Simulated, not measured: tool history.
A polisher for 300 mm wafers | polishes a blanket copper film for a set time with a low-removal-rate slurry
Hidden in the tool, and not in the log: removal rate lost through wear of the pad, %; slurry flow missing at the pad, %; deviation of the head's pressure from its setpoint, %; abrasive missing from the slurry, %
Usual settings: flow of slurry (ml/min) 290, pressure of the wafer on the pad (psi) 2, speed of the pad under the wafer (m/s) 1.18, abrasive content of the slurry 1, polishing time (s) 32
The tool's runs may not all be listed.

run    hour  flow of slurry (ml/min)  pressure of the wafer on the pad (psi)  speed of the pad under the wafer (m/s)  abrasive content of the slurry  polishing time (s)  wafers since the last listed run  wafers polished on this pad  hours since the slurry nozzle was cleaned  hours since the head pressure was calibrated  hours since the slurry blender was calibrated  incoming thickness of the incoming film, nm  film removed (angstrom)
  1       0                      290                                       2                                    1.18                               1                  32                                 0                         2289                                      130.4                                         582.9                                           81.5                                        688.4                      724
        6.4  -- worn pad replaced by a new one
  2    51.9                      290                                       2                                    1.18                               1                  32                               490                          465                                      182.3                                         634.8                                          133.4                                        683.2                      712
  3    84.7                      290                                       2                                    1.18                               1                  32                               335                          801                                      215.1                                         667.6                                          166.2                                        683.7                      703
  4   143.3                      290                                       2                                    1.18                               1                  32                               599                         1400                                      273.7                                         726.2                                          224.8                                        669.4                      697
      148.6  -- slurry blender recalibrated
  5   167.5                      290                                       2                                    1.18                               1                  32                               227                         1627                                      297.9                                         750.4                                           18.9                                        687.5                      698
      209.3  -- worn pad replaced by a new one
  6   215.3                      290                                       2                                    1.18                               1                  32                               448                           61                                      345.7                                         798.2                                           66.7                                        688.7                      690
  7   250.4                      290                                       2                                    1.18                               1                  32                               359                          420                                      380.8                                         833.3                                          101.8                                        672.8                      692
  8   300.3                      290                                     2.3                                    1.34                               1                  32                               510                          931                                      430.7                                         883.2                                          151.7                                        675.6                      846
  9   329.7                      290                                       2                                    1.18                             0.8                  32                               300                         1231                                      460.1                                         912.6                                          181.1                                        687.5                      659
        375  -- slurry blender recalibrated
 10   375.4                      290                                       2                                    1.18                             0.8                  32                               447                         1678                                      505.8                                         958.3                                            0.4                                        675.7                      657
 11   410.7                      250                                       2                                    1.18                               1                  32                               361                         2040                                      541.1                                         993.6                                           35.7                                        676.7                      664
      435.6  -- worn pad replaced by a new one
 12   452.8                      290                                     2.5                                    1.18                               1                  32                               389                          175                                      583.2                                        1035.7                                           77.8                                        683.4                      739
        470  -- slurry nozzle cleaned
 13   485.7                      365                                       2                                    1.18                               1                  32                               326                          502                                       15.7                                        1068.6                                          110.7                                        679.8                      736
 14   540.1                      290                                       2                                    1.18                            0.85                  27                               556                         1058                                       70.1                                          1123                                          165.1                                        678.4                      588
      562.7  -- slurry blender recalibrated
      609.3  -- worn pad replaced by a new one
 15   672.5                      290                                     1.5                                    1.18                            1.15                  32                              1293                          646                                      202.5                                        1255.4                                          109.8                                        676.4                      611
 16   719.1                      290                                     1.5                                    1.36                            1.15                  36                               476                         1123                                      249.1                                          1302                                          156.4                                        676.2                      791
        763  -- slurry blender recalibrated
      800.1  -- head pressure recalibrated
      833.4  -- worn pad replaced by a new one
 17   848.3                      250                                       2                                    1.38                             0.8                  22                              1240                          152                                      378.3                                          48.2                                           85.3                                        680.2                      525
 18   893.6                      290                                       2                                    1.18                             1.2                  28                               463                          615                                      423.6                                          93.5                                          130.6                                        674.9                      615
 19   923.7                      290                                     1.8                                    1.18                               1                  32                               307                          923                                      453.7                                         123.6                                          160.7                                        673.7                      648
 20   962.7                      290                                       2                                    1.18                               1                  32                               399                         1322                                      492.7                                         162.6                                          199.7                                        676.7                      688
      995.1  -- slurry blender recalibrated
 21  1018.1                      290                                       2                                    1.18                               1                  32                               546                         1869                                      548.1                                           218                                             23                                        684.8                      683

The tool's hidden state at each run:
removal rate lost through wear of the pad, %: 0 in every run
deviation of the head's pressure from its setpoint, %: 0 in every run
abrasive missing from the slurry, %: 0 in every run
H1: slurry flow missing at the pad, %
run    H1
  1    13
  2  14.7
  3  16.2
  4  19.3
  5  20.8
  6  24.1
  7  26.9
  8  31.3
  9  34.1
 10  38.9
 11  42.9
 12  48.1
 13  1.24
 14  1.75
 15  5.67
 16  7.96
 17  16.8
 18  20.7
 19  23.6
 20  27.6
 21  33.9

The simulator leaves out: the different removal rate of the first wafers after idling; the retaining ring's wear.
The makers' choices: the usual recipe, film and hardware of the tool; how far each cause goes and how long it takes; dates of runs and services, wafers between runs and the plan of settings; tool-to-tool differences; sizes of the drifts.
